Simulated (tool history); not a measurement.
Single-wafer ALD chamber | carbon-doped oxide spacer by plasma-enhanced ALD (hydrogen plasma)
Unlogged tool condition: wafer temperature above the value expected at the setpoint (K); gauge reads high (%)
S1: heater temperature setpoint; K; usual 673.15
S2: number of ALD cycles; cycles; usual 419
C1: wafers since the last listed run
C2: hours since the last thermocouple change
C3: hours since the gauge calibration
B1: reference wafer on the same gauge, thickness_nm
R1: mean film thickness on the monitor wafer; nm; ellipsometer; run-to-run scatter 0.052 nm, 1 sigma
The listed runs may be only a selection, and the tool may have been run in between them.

run   hour      S1   S2  C1      C2     C3      B1      R1
  1    0.0  673.15  419   0  2460.9   40.5  17.500  20.788
  2    7.0  673.15  419   7  2467.9   47.5  17.509  20.635
  3   19.4  673.15  419  14  2480.3   59.9  17.500  20.687
  4   30.0  673.15  484  12  2490.9   70.5  17.487  23.910
  5   47.9  673.15  419  20  2508.8   88.4  17.476  20.755
  6   60.3  673.15  419  14  2521.2  100.8  17.455  20.737
  7   69.9  673.15  419  10  2530.8  110.4  17.441  20.700
  8  106.0  673.15  391  40  2566.9  146.5  17.449  19.259
  9  117.8  673.15  391  13  2578.7  158.3  17.437  19.255
 10  131.9  673.15  483  16  2592.8  172.4  17.428  23.840
 11  142.4  673.15  483  11  2603.3  182.9  17.441  23.751
 12  148.6  666.15  351   7  2609.5  189.1  17.434  17.335
     162.4  -- thermocouple changed; heater temperature recalibrated
 13  163.1  663.15  499   7     0.7  203.6  17.435  24.572
     163.2  -- gauge calibrated
 14  178.1  673.15  419  17    15.7   14.9  17.583  20.835
 15  195.4  673.15  381  19    33.0   32.2  17.566  18.903
 16  208.5  669.15  372  14    46.1   45.3  17.544  18.512
 17  222.7  673.15  419  16    60.3   59.5  17.532  20.856
 18  231.2  673.15  419   9    68.8   68.0  17.524  20.797
 19  239.0  662.15  456   8    76.6   75.8  17.519  22.589
 20  254.4  685.15  445  17    92.0   91.2  17.516  21.079
 21  264.0  673.15  419  10   101.6  100.8  17.498  20.662
 22  270.8  678.15  419   7   108.4  107.6  17.499  20.459
 23  277.6  660.15  465   7   115.2  114.4  17.485  22.943

What would each run have given without the hidden state, its run-to-run variation left as it was?
run      R1
  1  20.887
  2  20.743
  3  20.812
  4  24.069
  5  20.910
  6  20.901
  7  20.870
  8  19.434
  9  19.434
 10  24.067
 11  23.980
 12  17.503
 13  24.815
 14  20.843
 15  18.940
 16  18.568
 17  20.937
 18  20.888
 19  22.697
 20  21.194
 21  20.781
 22  20.582
 23  23.085
